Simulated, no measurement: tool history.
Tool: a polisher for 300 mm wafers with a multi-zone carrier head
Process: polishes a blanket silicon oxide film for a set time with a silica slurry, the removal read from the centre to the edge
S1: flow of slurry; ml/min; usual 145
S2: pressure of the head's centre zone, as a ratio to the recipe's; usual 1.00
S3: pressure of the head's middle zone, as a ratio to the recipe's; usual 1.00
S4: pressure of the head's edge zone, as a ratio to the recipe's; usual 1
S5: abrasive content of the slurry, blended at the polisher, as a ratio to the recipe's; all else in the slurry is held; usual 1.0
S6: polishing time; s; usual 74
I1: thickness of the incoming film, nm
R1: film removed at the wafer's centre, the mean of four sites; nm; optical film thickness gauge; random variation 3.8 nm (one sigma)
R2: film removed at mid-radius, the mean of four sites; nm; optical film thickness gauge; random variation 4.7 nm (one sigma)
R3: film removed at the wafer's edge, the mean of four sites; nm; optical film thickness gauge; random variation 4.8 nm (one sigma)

run,hour,S1,S2,S3,S4,S5,S6,I1,R1,R2,R3
1,0.0,145,1.00,1.00,1,1.0,74,1021.6,288.7,307.3,320.3
2,17.0,145,1.00,1.00,1,1.0,74,1031.5,293.4,303.7,314.6
3,30.1,145,1.00,1.00,1,1.0,74,1012.4,292.9,302.5,323.5
4,41.4,145,1.00,1.00,1,1.0,74,1031.6,285.5,302.6,320.0
5,47.5,145,1.00,1.00,1,1.0,74,1012.8,290.5,295.6,323.6
# hour 57.3: worn pad replaced by a new one
6,57.8,145,1.00,1.00,1,1.0,74,1012.1,296.9,310.1,313.9
7,63.3,145,1.00,1.00,1,1.0,74,1026.6,296.8,301.1,318.7
# hour 77.2: carrier head's membrane replaced by a new one
8,78.4,145,1.00,1.00,1,1.0,74,1023.1,286.2,300.6,324.1
9,86.4,145,1.00,1.00,1,1.0,74,1029.3,290.7,307.3,318.8
10,103.0,145,1.00,1.00,1,1.1,88,1005.5,365.4,380.0,395.0
# hour 118.0: slurry nozzle cleaned
# hour 121.6: worn pad replaced by a new one
11,122.1,145,1.00,1.00,1,1.0,74,1018.5,352.7,356.2,363.0
# hour 133.9: edge zone pressure recalibrated
12,134.4,145,1.00,1.00,1,1.0,74,1035.8,349.0,359.4,357.7
# hour 144.3: centre zone pressure recalibrated
13,146.8,145,0.89,0.91,1,1.0,74,1012.8,310.1,328.6,346.9
14,159.5,145,0.92,1.00,1,1.0,74,1020.2,317.2,356.4,360.7
# hour 172.0: worn pad replaced by a new one
15,175.5,145,1.00,1.00,1,1.0,74,1024.3,351.2,353.9,357.5
16,190.9,145,1.00,1.00,1,1.0,74,1031.7,341.7,349.2,350.4
17,202.5,145,1.00,1.00,1,0.7,74,1003.8,283.2,282.4,284.5
18,212.3,145,1.00,1.00,1,1.0,89,1020.5,411.9,416.2,410.0
19,222.0,100,1.06,1.00,1,1.0,74,1026.4,315.1,310.5,321.9

Forecast run 20:
# hour 231.1: worn pad replaced by a new one
20,232.4,120,1.00,1.00,1,1.0,74,1021.9,?,?,?

{"run 20": {"R1": 318.1, "R2": 330.0, "R3": 326.9}}
Without the tool's hidden state the same run would have given R1 336.1 nm, R2 346.2 nm, R3 337.8 nm.
